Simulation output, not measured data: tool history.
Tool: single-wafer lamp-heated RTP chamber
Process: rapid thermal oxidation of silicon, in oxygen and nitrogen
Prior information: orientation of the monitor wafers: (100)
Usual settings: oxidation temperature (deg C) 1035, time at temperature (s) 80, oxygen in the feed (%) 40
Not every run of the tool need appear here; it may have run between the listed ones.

| run | hour | oxidation temperature (deg C) | time at temperature (s) | oxygen in the feed (%) | wafers since the last listed run | wafers since the last pyrometer calibration | hours since the oxygen flow controller was replaced | hours since the gauge calibration | read-back reference wafer on the same gauge, thickness | oxide thickness on the monitor wafer (angstrom) |
|---|---|---|---|---|---|---|---|---|---|---|
| 1 | 0 | 1035 | 80 | 62 | 0 | 1070 | 2975 | 412.1 | 6.149 | 75.5 |
|  | 66.2 | gauge calibrated |
| 2 | 70.3 | 1035 | 80 | 62 | 467 | 1537 | 3045.3 | 4.1 | 6.151 | 75.55 |
| 3 | 114.7 | 1035 | 80 | 62 | 295 | 1833 | 3089.7 | 48.5 | 6.146 | 75.94 |
| 4 | 159.5 | 1035 | 80 | 40 | 297 | 2130 | 3134.5 | 93.3 | 6.152 | 65.24 |
|  | 189.4 | pyrometer window cleaned and pyrometer calibrated |
| 5 | 215.4 | 1035 | 80 | 40 | 318 | 173 | 3190.4 | 149.2 | 6.149 | 64.44 |
| 6 | 268.9 | 1035 | 80 | 40 | 355 | 528 | 3243.9 | 202.7 | 6.152 | 64.34 |
| 7 | 331.6 | 1013 | 98 | 40 | 416 | 945 | 3306.6 | 265.4 | 6.149 | 60.37 |
| 8 | 363.3 | 1035 | 80 | 40 | 210 | 1156 | 3338.3 | 297.1 | 6.147 | 64.52 |
| 9 | 429.8 | 1035 | 116 | 23 | 441 | 1597 | 3404.8 | 363.6 | 6.151 | 62.81 |
|  | 444.5 | oxygen flow controller replaced |
| 10 | 469 | 1035 | 102 | 68 | 207 | 1805 | 24.5 | 402.8 | 6.152 | 87.19 |
| 11 | 495.8 | 1035 | 80 | 40 | 178 | 1983 | 51.3 | 429.6 | 6.149 | 65.21 |
|  | 534.3 | gauge calibrated |
|  | 536.1 | pyrometer window cleaned and pyrometer calibrated |
| 12 | 562.1 | 1035 | 60 | 40 | 387 | 172 | 117.6 | 27.8 | 6.149 | 56.94 |
| 13 | 632.9 | 1035 | 43 | 31 | 470 | 643 | 188.4 | 98.6 | 6.15 | 45.37 |
| 14 | 681.7 | 1035 | 108 | 17 | 324 | 967 | 237.2 | 147.4 | 6.15 | 55.15 |
| 15 | 718.3 | 1035 | 101 | 48 | 243 | 1211 | 273.8 | 184 | 6.148 | 76.69 |

Here are 5 independent what-if runs from the current tool condition. What would each one return?
| A | 718.7 | 1035 | 80 | 40 | 2 | 1213 | 274.2 | 184.4 | ? | ? |
| B | 718.7 | 1061 | 52 | 40 | 2 | 1213 | 274.2 | 184.4 | ? | ? |
| C | 718.7 | 1026 | 105 | 50 | 2 | 1213 | 274.2 | 184.4 | ? | ? |
| D | 718.7 | 1035 | 80 | 18 | 2 | 1213 | 274.2 | 184.4 | ? | ? |
| E | 718.7 | 1012 | 80 | 17 | 2 | 1213 | 274.2 | 184.4 | ? | ? |

| run | read-back reference wafer on the same gauge, thickness | oxide thickness on the monitor wafer (angstrom) |
|---|---|---|
| A | 6.15 | 64.68 |
| B | 6.15 | 63.84 |
| C | 6.15 | 74.18 |
| D | 6.15 | 49.34 |
| E | 6.15 | 41.9 |
Stripped of hidden state, with their random variation kept, the same runs would have yielded:
| run | oxide thickness on the monitor wafer (angstrom) |
|---|---|
| A | 64.31 |
| B | 63.48 |
| C | 73.74 |
| D | 49.07 |
| E | 41.68 |
